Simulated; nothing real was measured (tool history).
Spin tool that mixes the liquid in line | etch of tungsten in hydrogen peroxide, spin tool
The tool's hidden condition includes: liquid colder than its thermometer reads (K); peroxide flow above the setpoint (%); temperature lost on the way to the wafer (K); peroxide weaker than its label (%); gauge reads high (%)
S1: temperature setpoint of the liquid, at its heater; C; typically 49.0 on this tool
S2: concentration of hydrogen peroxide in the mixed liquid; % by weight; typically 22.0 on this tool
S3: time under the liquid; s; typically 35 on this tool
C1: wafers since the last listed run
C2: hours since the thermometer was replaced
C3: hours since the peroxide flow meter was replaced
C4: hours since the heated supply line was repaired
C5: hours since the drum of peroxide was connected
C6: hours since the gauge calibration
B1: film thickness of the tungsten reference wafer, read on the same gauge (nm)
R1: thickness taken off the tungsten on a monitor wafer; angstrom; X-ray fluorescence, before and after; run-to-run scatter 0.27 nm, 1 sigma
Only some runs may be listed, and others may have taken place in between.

run   hour    S1    S2  S3   C1      C2      C3      C4      C5     C6     B1     R1
  1    0.0  49.0  22.0  35    0  1886.3   967.4  2087.2  1168.7  135.0  80.00  434.2
  2   12.7  49.0  22.0  35  219  1899.0   980.1  2099.9  1181.4  147.7  80.00  433.5
  3   28.7  46.0  25.5  35  276  1915.0   996.1  2115.9  1197.4  163.7  80.03  384.6
  4   38.4  46.0  25.5  35  167  1924.7  1005.8  2125.6  1207.1  173.4  80.00  382.9
  5   70.8  49.0  22.0  25  559  1957.1  1038.2  2158.0  1239.5  205.8  80.00  305.0
  6   81.8  49.0  19.0  35  189  1968.1  1049.2  2169.0  1250.5  216.8  79.98  398.0
      87.6  -- gauge calibrated
  7   98.1  49.0  22.0  35  281  1984.4  1065.5  2185.3  1266.8   10.5  79.99  428.1
  8  110.5  49.0  22.0  35  214  1996.8  1077.9  2197.7  1279.2   22.9  79.99  426.3
  9  128.3  49.0  22.0  35  307  2014.6  1095.7  2215.5  1297.0   40.7  80.01  429.2
 10  137.5  49.0  22.0  35  158  2023.8  1104.9  2224.7  1306.2   49.9  80.00  429.8
     139.2  -- new drum of peroxide connected
 11  146.1  49.0  22.0  35  131  2032.4  1113.5  2233.3     6.9   58.5  80.00  424.6
 12  154.0  49.0  22.0  20  136  2040.3  1121.4  2241.2    14.8   66.4  80.03  243.4
 13  162.4  42.5  16.5  35  144  2048.7  1129.8  2249.6    23.2   74.8  79.99  242.8
 14  179.9  41.5  22.0  35  302  2066.2  1147.3  2267.1    40.7   92.3  80.00  259.1
 15  191.7  49.0  22.0  35  203  2078.0  1159.1  2278.9    52.5  104.1  80.01  421.4
 16  199.0  49.0  22.0  40  125  2085.3  1166.4  2286.2    59.8  111.4  80.01  482.1
     206.4  -- heated supply line repaired
 17  207.3  49.0  19.5  35  125  2093.6  1174.7     0.9    68.1  119.7  80.01  487.9
     211.6  -- peroxide flow meter replaced
 18  218.3  49.0  25.0  35  172  2104.6     6.7    11.9    79.1  130.7  79.98  554.1
     222.6  -- thermometer replaced
 19  229.8  42.0  22.0  45  181     7.2    18.2    23.4    90.6  142.2  80.00  474.1
 20  239.9  58.5  15.5  35  174    17.3    28.3    33.5   100.7  152.3  80.00  846.9
 21  252.5  49.0  15.5  25  217    29.9    40.9    46.1   113.3  164.9  80.01  339.4
 22  267.1  49.0  18.0  20  251    44.5    55.5    60.7   127.9  179.5  79.99  292.2
 23  283.2  49.0  22.0  35  277    60.6    71.6    76.8   144.0  195.6  80.02  572.6
 24  291.0  41.0  26.5  20  134    68.4    79.4    84.6   151.8  203.4  80.01  213.5
 25  297.9  59.0  19.0  20  119    75.3    86.3    91.5   158.7  210.3  79.98  547.6
     302.7  -- gauge calibrated
 26  311.9  49.0  22.0  50  241    89.3   100.3   105.5   172.7    9.2  80.02  805.7

Forecast each of these 4 alternatives for the next run:
  A  312.3  49.0  22.0  35   6  89.7  100.7  105.9  173.1  9.6   ?   ?
  B  312.3  55.0  17.5  30   6  89.7  100.7  105.9  173.1  9.6   ?   ?
  C  312.3  56.5  25.0  25   6  89.7  100.7  105.9  173.1  9.6   ?   ?
  D  312.3  52.5  22.0  35   6  89.7  100.7  105.9  173.1  9.6   ?   ?

run     B1     R1
  A  80.00  568.3
  B  80.00  624.8
  C  80.00  680.1
  D  80.00  703.6
Take away the tool's hidden state, keep each run's random variation, and the runs would have read:
run     R1
  A  586.8
  B  644.4
  C  701.2
  D  726.0
